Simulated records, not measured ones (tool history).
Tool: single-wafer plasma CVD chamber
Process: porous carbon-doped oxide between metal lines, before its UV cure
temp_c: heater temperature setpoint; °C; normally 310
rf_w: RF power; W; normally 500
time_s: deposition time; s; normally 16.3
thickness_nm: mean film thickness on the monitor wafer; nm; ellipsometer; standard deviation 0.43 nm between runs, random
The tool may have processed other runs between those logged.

run     day  temp_c  rf_w  time_s  wafers since the last listed run  hours since the last thermocouple change  hours since the last RF generator calibration  hours since the showerhead was replaced  hours since the gauge calibration  read-back reference wafer on the same gauge, thickness_nm  thickness_nm
  1   0.000     306   460    16.3                                 0                                     495.3                                         1245.5                                   6600.4                              654.9                                                     93.347        81.471
  2   1.217     310   500    16.3                               546                                     524.5                                         1274.7                                   6629.6                              684.1                                                     93.445        83.111
  3   4.108     310   500    16.3                              1298                                     593.9                                         1344.1                                   6699.0                              753.5                                                     93.445        81.674
  4   5.792     310   530    16.3                               755                                     634.3                                         1384.5                                   6739.4                              793.9                                                     93.573        84.481
  5   7.296     310   500    16.3                               675                                     670.4                                         1420.6                                   6775.5                              830.0                                                     93.549        81.890
  6   9.592     310   500    16.3                              1030                                     725.5                                         1475.7                                   6830.6                              885.1                                                     93.285        82.367
  7  11.692     310   500    16.3                               942                                     775.9                                         1526.1                                   6881.0                              935.5                                                     93.501        82.155
  8  13.646     310   500    16.3                               877                                     822.8                                         1573.0                                   6927.9                              982.4                                                     93.373        82.004
  9  15.225     310   500    16.3                               708                                     860.7                                         1610.9                                   6965.8                             1020.3                                                     93.507        81.201
     16.596  -- gauge calibrated
 10  16.838     314   500    16.3                               723                                     899.4                                         1649.6                                   7004.5                                5.8                                                     93.491        80.546
 11  18.329     314   500    16.3                               669                                     935.2                                         1685.4                                   7040.3                               41.6                                                     93.651        80.681
     20.071  -- thermocouple changed; heater temperature recalibrated
 12  20.196     310   500    16.3                               688                                       3.0                                         1730.2                                   7085.1                               86.4                                                     93.448        82.359
 13  21.429     310   500    16.3                               553                                      32.6                                         1759.8                                   7114.7                              116.0                                                     93.531        81.193
     21.933  -- showerhead replaced
 14  23.538     310   500    16.3                               796                                      83.2                                         1810.4                                     38.5                              166.6                                                     93.470        81.727
 15  25.625     310   500    16.3                               937                                     133.3                                         1860.5                                     88.6                              216.7                                                     93.564        81.627
 16  27.092     310   500    16.3                               658                                     168.5                                         1895.7                                    123.8                              251.9                                                     93.676        81.046
 17  28.800     324   405    15.2                               766                                     209.5                                         1936.7                                    164.8                              292.9                                                     93.463        64.391
 18  30.842     310   500    13.7                               916                                     258.5                                         1985.7                                    213.8                              341.9                                                     93.656        69.099
 19  32.271     322   500    16.3                               641                                     292.8                                         2020.0                                    248.1                              376.2                                                     93.582        77.207
 20  33.325     310   500    16.3                               473                                     318.1                                         2045.3                                    273.4                              401.5                                                     93.547        81.895
 21  35.538     310   500    19.1                               993                                     371.2                                         2098.4                                    326.5                              454.6                                                     93.501        94.741
 22  36.892     316   500    18.0                               607                                     403.7                                         2130.9                                    359.0                              487.1                                                     93.657        86.241
 23  39.300     310   500    16.3                              1081                                     461.5                                         2188.7                                    416.8                              544.9                                                     93.531        81.878
 24  41.033     303   595    15.3                               778                                     503.1                                         2230.3                                    458.4                              586.5                                                     93.475        85.859
 25  42.729     319   500    19.2                               761                                     543.8                                         2271.0                                    499.1                              627.2                                                     93.475        91.052
     43.750  -- RF generator calibrated
 26  45.296     317   500    16.3                              1002                                     605.4                                           37.1                                    560.7                              688.8                                                     93.424        80.997
 27  46.404     310   560    16.3                               497                                     632.0                                           63.7                                    587.3                              715.4                                                     93.629        89.266
 28  47.738     323   500    16.3                               598                                     664.0                                           95.7                                    619.3                              747.4                                                     93.369        78.718
 29  49.033     310   550    16.3                               581                                     695.1                                          126.8                                    650.4                              778.5                                                     93.328        87.792
 30  50.825     316   500    18.9                               804                                     738.1                                          169.8                                    693.4                              821.5                                                     93.563        93.763
 31  52.754     303   500    18.4                               865                                     784.4                                          216.1                                    739.7                              867.8                                                     93.538        97.616
 32  53.933     310   500    16.3                               529                                     812.7                                          244.4                                    768.0                              896.1                                                     93.619        84.398
 33  55.921     310   500    16.3                               892                                     860.4                                          292.1                                    815.7                              943.8                                                     93.515        83.528
 34  58.017     306   580    14.1                               940                                     910.7                                          342.4                                    866.0                              994.1                                                     93.580        80.189

Predict each of these 4 candidate next runs independently; none follows another, all start after run 34:
  A  58.033     310   500    16.3                                 7                                     911.1                                          342.8                                    866.4                              994.5                                                          ?             ?
  B  58.033     318   540    15.2                                 7                                     911.1                                          342.8                                    866.4                              994.5                                                          ?             ?
  C  58.033     310   565    16.3                                 7                                     911.1                                          342.8                                    866.4                              994.5                                                          ?             ?
  D  58.033     304   470    13.2                                 7                                     911.1                                          342.8                                    866.4                              994.5                                                          ?             ?

run  read-back reference wafer on the same gauge, thickness_nm  thickness_nm
  A                                                     93.547        83.822
  B                                                     93.547        77.958
  C                                                     93.547        88.744
  D                                                     93.547        68.651
Stripped of hidden state, with their random variation kept, the same runs would have yielded:
run  thickness_nm
  A        84.321
  B        78.415
  C        89.264
  D        69.060

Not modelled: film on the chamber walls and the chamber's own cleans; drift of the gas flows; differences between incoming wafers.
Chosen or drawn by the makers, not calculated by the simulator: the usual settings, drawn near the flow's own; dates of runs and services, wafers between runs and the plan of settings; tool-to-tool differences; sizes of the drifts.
